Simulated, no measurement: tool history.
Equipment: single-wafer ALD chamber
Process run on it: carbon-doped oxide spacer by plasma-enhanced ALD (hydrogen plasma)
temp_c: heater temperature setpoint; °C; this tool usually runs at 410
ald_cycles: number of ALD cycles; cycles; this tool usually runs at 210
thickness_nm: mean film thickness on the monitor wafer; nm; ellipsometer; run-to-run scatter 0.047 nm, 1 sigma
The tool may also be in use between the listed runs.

run,hour,temp_c,ald_cycles,wafers since the last listed run,hours since the last thermocouple change,hours since the gauge calibration,"read-back reference wafer on the same gauge, thickness_nm",thickness_nm
1,0.0,410,210,0,1124.2,606.6,11.341,10.812
2,27.3,410,210,40,1151.5,633.9,11.331,10.884
3,41.2,410,210,20,1165.4,647.8,11.337,10.854
4,76.9,410,234,52,1201.1,683.5,11.317,11.936
5,102.3,410,231,37,1226.5,708.9,11.316,11.878
6,114.7,410,231,18,1238.9,721.3,11.287,11.904
7,128.2,410,210,19,1252.4,734.8,11.315,10.769
8,154.4,410,187,38,1278.6,761.0,11.294,9.610
9,187.6,410,210,48,1311.8,794.2,11.302,10.886
10,220.3,410,210,48,1344.5,826.9,11.307,10.823
11,240.5,410,210,29,1364.7,847.1,11.296,10.793
12,259.2,410,210,27,1383.4,865.8,11.308,10.780
13,324.9,410,210,96,1449.1,931.5,11.294,10.860
14,405.6,410,210,118,1529.8,1012.2,11.285,10.796
15,425.8,402,210,29,1550.0,1032.4,11.287,11.053
16,485.7,410,210,88,1609.9,1092.3,11.301,10.718
17,516.0,410,210,44,1640.2,1122.6,11.267,10.887
# hour 537.0: thermocouple changed; heater temperature recalibrated
18,548.4,423,188,35,11.4,1155.0,11.283,9.322
19,565.8,410,240,25,28.8,1172.4,11.293,12.379
20,584.7,410,210,27,47.7,1191.3,11.271,10.771
# hour 595.0: gauge calibrated
21,666.4,423,188,120,129.4,71.4,11.574,9.552
22,678.4,419,210,17,141.4,83.4,11.539,10.808
23,694.8,410,210,24,157.8,99.8,11.531,11.058
24,720.5,395,196,37,183.5,125.5,11.539,10.685
25,734.5,410,249,20,197.5,139.5,11.508,13.016
26,759.7,410,210,37,222.7,164.7,11.505,11.016
27,784.5,395,239,36,247.5,189.5,11.486,12.964
28,797.4,396,210,19,260.4,202.4,11.495,11.369
29,819.8,417,251,33,282.8,224.8,11.458,12.951
30,843.0,410,210,34,306.0,248.0,11.450,10.985
31,880.7,422,233,55,343.7,285.7,11.450,11.773
32,899.6,410,210,27,362.6,304.6,11.436,10.952
33,997.5,410,210,144,460.5,402.5,11.396,10.879
34,1026.8,418,168,43,489.8,431.8,11.401,8.527

State the hidden condition of the tool at each of the runs:
wafer temperature above the value expected at the setpoint (K): 0 at every run
H1: gauge reads high (%)
run,H1
1,-2.27
2,-2.31
3,-2.33
4,-2.38
5,-2.41
6,-2.43
7,-2.44
8,-2.47
9,-2.51
10,-2.54
11,-2.56
12,-2.57
13,-2.62
14,-2.67
15,-2.69
16,-2.72
17,-2.73
18,-2.74
19,-2.75
20,-2.76
21,-0.363
22,-0.433
23,-0.526
24,-0.665
25,-0.736
26,-0.859
27,-0.973
28,-1.03
29,-1.12
30,-1.22
31,-1.35
32,-1.42
33,-1.71
34,-1.78
